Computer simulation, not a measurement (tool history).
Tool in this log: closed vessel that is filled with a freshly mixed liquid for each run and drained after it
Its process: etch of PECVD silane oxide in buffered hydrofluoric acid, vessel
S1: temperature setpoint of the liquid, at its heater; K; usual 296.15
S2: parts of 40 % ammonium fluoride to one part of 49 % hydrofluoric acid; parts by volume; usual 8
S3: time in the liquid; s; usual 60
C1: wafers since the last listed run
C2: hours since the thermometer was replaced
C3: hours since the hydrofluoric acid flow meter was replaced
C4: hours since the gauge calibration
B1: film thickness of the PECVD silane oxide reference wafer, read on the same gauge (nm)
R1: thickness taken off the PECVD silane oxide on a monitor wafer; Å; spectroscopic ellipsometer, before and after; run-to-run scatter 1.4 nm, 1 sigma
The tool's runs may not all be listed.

{"run": 1, "hour": 0.0, "S1": 296.15, "S2": 8, "S3": 60, "C1": 0, "C2": 56.7, "C3": 625, "C4": 1524.1, "B1": 95.31, "R1": 2227}
{"run": 2, "hour": 96.9, "S1": 296.15, "S2": 8, "S3": 60, "C1": 13873, "C2": 153.6, "C3": 721.9, "C4": 1621, "B1": 95.4, "R1": 2223.2}
{"run": 3, "hour": 195.3, "S1": 294.65, "S2": 8, "S3": 60, "C1": 14088, "C2": 252, "C3": 820.3, "C4": 1719.4, "B1": 95.47, "R1": 2039}
{"run": 4, "hour": 302.2, "S1": 296.15, "S2": 8, "S3": 60, "C1": 15305, "C2": 358.9, "C3": 927.2, "C4": 1826.3, "B1": 95.59, "R1": 2234.6}
{"hour": 308.1, "done": "hydrofluoric acid flow meter replaced"}
{"run": 5, "hour": 388.9, "S1": 296.15, "S2": 8, "S3": 60, "C1": 12269, "C2": 445.6, "C3": 80.8, "C4": 1913, "B1": 95.66, "R1": 2222.6}
{"run": 6, "hour": 445.1, "S1": 296.15, "S2": 8, "S3": 60, "C1": 8046, "C2": 501.8, "C3": 137, "C4": 1969.2, "B1": 95.69, "R1": 2229.2}
{"hour": 477.6, "done": "thermometer replaced"}
{"run": 7, "hour": 513.6, "S1": 296.15, "S2": 8, "S3": 60, "C1": 9664, "C2": 36, "C3": 205.5, "C4": 2037.7, "B1": 95.7, "R1": 2232.5}
{"run": 8, "hour": 584.8, "S1": 296.15, "S2": 8, "S3": 60, "C1": 10193, "C2": 107.2, "C3": 276.7, "C4": 2108.9, "B1": 95.78, "R1": 2231.6}
{"run": 9, "hour": 643.1, "S1": 296.15, "S2": 8, "S3": 60, "C1": 8346, "C2": 165.5, "C3": 335, "C4": 2167.2, "B1": 95.82, "R1": 2251.7}
{"run": 10, "hour": 740.4, "S1": 296.15, "S2": 6.5, "S3": 45, "C1": 13930, "C2": 262.8, "C3": 432.3, "C4": 2264.5, "B1": 95.85, "R1": 2047.6}
{"run": 11, "hour": 808.6, "S1": 296.15, "S2": 6.5, "S3": 45, "C1": 9764, "C2": 331, "C3": 500.5, "C4": 2332.7, "B1": 95.88, "R1": 2063.3}
{"run": 12, "hour": 846.3, "S1": 296.15, "S2": 8, "S3": 60, "C1": 5397, "C2": 368.7, "C3": 538.2, "C4": 2370.4, "B1": 95.91, "R1": 2266.3}
{"run": 13, "hour": 901.8, "S1": 296.15, "S2": 8, "S3": 60, "C1": 7946, "C2": 424.2, "C3": 593.7, "C4": 2425.9, "B1": 95.94, "R1": 2210.8}
{"run": 14, "hour": 964.5, "S1": 296.15, "S2": 8, "S3": 60, "C1": 8976, "C2": 486.9, "C3": 656.4, "C4": 2488.6, "B1": 95.92, "R1": 2251.4}
{"hour": 1014.7, "done": "thermometer replaced"}
{"run": 15, "hour": 1037.6, "S1": 296.15, "S2": 6.5, "S3": 90, "C1": 10322, "C2": 22.9, "C3": 729.5, "C4": 2561.7, "B1": 95.99, "R1": 4161.3}
{"hour": 1080.6, "done": "gauge calibrated"}
{"run": 16, "hour": 1097.3, "S1": 296.15, "S2": 8, "S3": 50, "C1": 8547, "C2": 82.6, "C3": 789.2, "C4": 16.7, "B1": 89.9, "R1": 1767}
{"run": 17, "hour": 1188.5, "S1": 296.15, "S2": 8, "S3": 60, "C1": 13057, "C2": 173.8, "C3": 880.4, "C4": 107.9, "B1": 90.58, "R1": 2133.4}
{"run": 18, "hour": 1257.7, "S1": 296.15, "S2": 8, "S3": 60, "C1": 9907, "C2": 243, "C3": 949.6, "C4": 177.1, "B1": 91.06, "R1": 2145.9}
{"run": 19, "hour": 1323.8, "S1": 291.65, "S2": 8, "S3": 90, "C1": 9463, "C2": 309.1, "C3": 1015.7, "C4": 243.2, "B1": 91.45, "R1": 2505.2}
{"hour": 1327.6, "done": "hydrofluoric acid flow meter replaced"}
{"run": 20, "hour": 1400.4, "S1": 293.65, "S2": 8, "S3": 60, "C1": 10823, "C2": 385.7, "C3": 72.8, "C4": 319.8, "B1": 91.91, "R1": 1884.3}
{"run": 21, "hour": 1489.3, "S1": 296.15, "S2": 9.5, "S3": 90, "C1": 12728, "C2": 474.6, "C3": 161.7, "C4": 408.7, "B1": 92.4, "R1": 2785.5}
{"run": 22, "hour": 1536.9, "S1": 296.15, "S2": 8, "S3": 60, "C1": 6815, "C2": 522.2, "C3": 209.3, "C4": 456.3, "B1": 92.6, "R1": 2187.9}
{"hour": 1538.8, "done": "thermometer replaced"}
{"run": 23, "hour": 1628.0, "S1": 299.65, "S2": 8, "S3": 90, "C1": 12899, "C2": 89.2, "C3": 300.4, "C4": 547.4, "B1": 92.99, "R1": 3952.4}
{"run": 24, "hour": 1783.4, "S1": 296.15, "S2": 6, "S3": 75, "C1": 22249, "C2": 244.6, "C3": 455.8, "C4": 702.8, "B1": 93.6, "R1": 3608.9}
{"run": 25, "hour": 1829.7, "S1": 296.15, "S2": 8, "S3": 60, "C1": 6628, "C2": 290.9, "C3": 502.1, "C4": 749.1, "B1": 93.72, "R1": 2216.6}
{"run": 26, "hour": 1932.5, "S1": 293.65, "S2": 8, "S3": 35, "C1": 14718, "C2": 393.7, "C3": 604.9, "C4": 851.9, "B1": 94.01, "R1": 1106.3}
{"run": 27, "hour": 2022.0, "S1": 296.15, "S2": 8, "S3": 90, "C1": 12813, "C2": 483.2, "C3": 694.4, "C4": 941.4, "B1": 94.28, "R1": 3306.7}
{"hour": 2097.3, "done": "thermometer replaced"}
{"run": 28, "hour": 2111.9, "S1": 298.65, "S2": 6, "S3": 30, "C1": 12728, "C2": 14.6, "C3": 784.3, "C4": 1031.3, "B1": 94.48, "R1": 1675.3}
{"run": 29, "hour": 2205.0, "S1": 300.15, "S2": 8, "S3": 30, "C1": 13329, "C2": 107.7, "C3": 877.4, "C4": 1124.4, "B1": 94.67, "R1": 1382.3}
{"run": 30, "hour": 2253.7, "S1": 291.15, "S2": 6, "S3": 60, "C1": 6972, "C2": 156.4, "C3": 926.1, "C4": 1173.1, "B1": 94.78, "R1": 2243.7}
{"hour": 2268.0, "done": "hydrofluoric acid flow meter replaced"}
{"run": 31, "hour": 2335.3, "S1": 296.15, "S2": 10, "S3": 60, "C1": 11539, "C2": 238, "C3": 67.3, "C4": 1254.7, "B1": 94.91, "R1": 1834.7}

Pick out some run-to-run changes in R1. Of each, how much would a tool without hidden state show as well, from the settings, what came in and chance, and how much is left for the hidden state and any gauge scatter not in both results compared?
The tool's hidden condition here consists of: liquid hotter than its thermometer reads (K); hydrofluoric acid flow above the setpoint (%); gauge reads high (%).
Run 14 -> 15: S2 8 -> 6.5, S3 60 -> 90, thermometer replaced. R1 +1909.9 Å: hidden state +119.3, all else +1790.6.
Run 15 -> 16: S2 6.5 -> 8, S3 90 -> 50, gauge calibrated. R1 -2394.3 Å: hidden state -260.7, all else -2133.6.
Run 26 -> 27: S1 293.65 -> 296.15, S3 35 -> 90. R1 +2200.4 Å: hidden state +102.2, all else +2098.2.
